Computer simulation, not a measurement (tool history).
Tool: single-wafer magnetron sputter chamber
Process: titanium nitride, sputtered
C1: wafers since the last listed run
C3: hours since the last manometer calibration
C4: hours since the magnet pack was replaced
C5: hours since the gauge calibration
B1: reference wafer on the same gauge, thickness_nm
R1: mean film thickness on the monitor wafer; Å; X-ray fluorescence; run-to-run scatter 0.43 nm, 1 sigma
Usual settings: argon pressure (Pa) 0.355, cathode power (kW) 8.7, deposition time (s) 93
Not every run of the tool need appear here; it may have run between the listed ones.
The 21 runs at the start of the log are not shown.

Run 22, day 40.896: usual settings but cathode power (kW) 6.7, deposition time (s) 74.7; C1 524; wafers on the sputter target 5617; C3 2265.2; C4 9310.2; C5 576; B1 176.058. Result: R1 1075.78 Å.
Run 23, day 42.454: usual settings but argon pressure (Pa) 0.428, cathode power (kW) 7.45; C1 650; wafers on the sputter target 6267; C3 2302.6; C4 9347.6; C5 613.4; B1 175.835. Result: R1 1430.21 Å.
At day 43.788: sputter target and shields replaced.
At day 43.938: magnet pack replaced.
Run 24, day 43.958: usual settings but cathode power (kW) 7.75; C1 424; wafers on the sputter target 7; C3 2338.7; C4 0.5; C5 649.5; B1 175.882. Result: R1 1520.83 Å.
Run 25, day 45.042: usual settings but argon pressure (Pa) 0.213, cathode power (kW) 6.75; C1 451; wafers on the sputter target 459; C3 2364.7; C4 26.5; C5 675.5; B1 175.945. Result: R1 1401.37 Å.
Run 26, day 47.65: usual settings but argon pressure (Pa) 0.396, deposition time (s) 81.8; C1 1088; wafers on the sputter target 1547; C3 2427.3; C4 89.1; C5 738.1; B1 176.021. Result: R1 1467.45 Å.
At day 49.071: capacitance manometer re-zeroed and calibrated.
Run 27, day 49.992: usual settings; C1 837; wafers on the sputter target 2385; C3 22.1; C4 145.3; C5 794.3; B1 176.07. Result: R1 1709.92 Å.
Run 28, day 51.338: usual settings; C1 561; wafers on the sputter target 2947; C3 54.4; C4 177.6; C5 826.6; B1 176.115. Result: R1 1711.82 Å.
Run 29, day 52.792: usual settings but argon pressure (Pa) 0.421, cathode power (kW) 7.65, deposition time (s) 79.1; C1 606; wafers on the sputter target 3553; C3 89.3; C4 212.5; C5 861.5; B1 175.888. Result: R1 1266.36 Å.
Run 30, day 54.496: usual settings but argon pressure (Pa) 0.216, cathode power (kW) 7.3, deposition time (s) 76.4; C1 710; wafers on the sputter target 4264; C3 130.2; C4 253.4; C5 902.4; B1 176.034. Result: R1 1238.53 Å.
Run 31, day 57.262: usual settings; C1 1154; wafers on the sputter target 5418; C3 196.6; C4 319.8; C5 968.8; B1 176.043. Result: R1 1714.7 Å.
Run 32, day 58.954: usual settings but cathode power (kW) 6.85; C1 705; wafers on the sputter target 6124; C3 237.2; C4 360.4; C5 1009.4; B1 176.148. Result: R1 1371.27 Å.
Run 33, day 61.108: usual settings but argon pressure (Pa) 0.247, cathode power (kW) 7.05, deposition time (s) 101.8; C1 898; wafers on the sputter target 7023; C3 288.9; C4 412.1; C5 1061.1; B1 176.078. Result: R1 1590.76 Å.
At day 61.7: sputter target and shields replaced.
Run 34, day 62.454: usual settings but argon pressure (Pa) 0.474, cathode power (kW) 7.2; C1 422; wafers on the sputter target 314; C3 321.2; C4 444.4; C5 1093.4; B1 176.035. Result: R1 1386.14 Å.
Run 35, day 63.754: usual settings but argon pressure (Pa) 0.461, cathode power (kW) 7.95; C1 542; wafers on the sputter target 856; C3 352.4; C4 475.6; C5 1124.6; B1 175.91. Result: R1 1525.4 Å.

Each row is a separate what-if for the run after 35, all from the same tool condition, not one after another. Results?
Run A, day 63.771: usual settings but argon pressure (Pa) 0.303; C1 6; wafers on the sputter target 863; C3 352.8; C4 476; C5 1125; B1 ?. Result: R1 ?.
Run B, day 63.771: usual settings but argon pressure (Pa) 0.298, cathode power (kW) 10.7; C1 6; wafers on the sputter target 863; C3 352.8; C4 476; C5 1125; B1 ?. Result: R1 ?.
Run C, day 63.771: usual settings but argon pressure (Pa) 0.399, cathode power (kW) 10.35, deposition time (s) 106.1; C1 6; wafers on the sputter target 863; C3 352.8; C4 476; C5 1125; B1 ?. Result: R1 ?.

run       B1       R1
  A  176.135  1728.38
  B  176.135  2099.28
  C  176.135  2256.45
Without the tool's unlogged condition, the same runs would have read:
run       R1
  A   1734.7
  B  2106.87
  C  2266.45
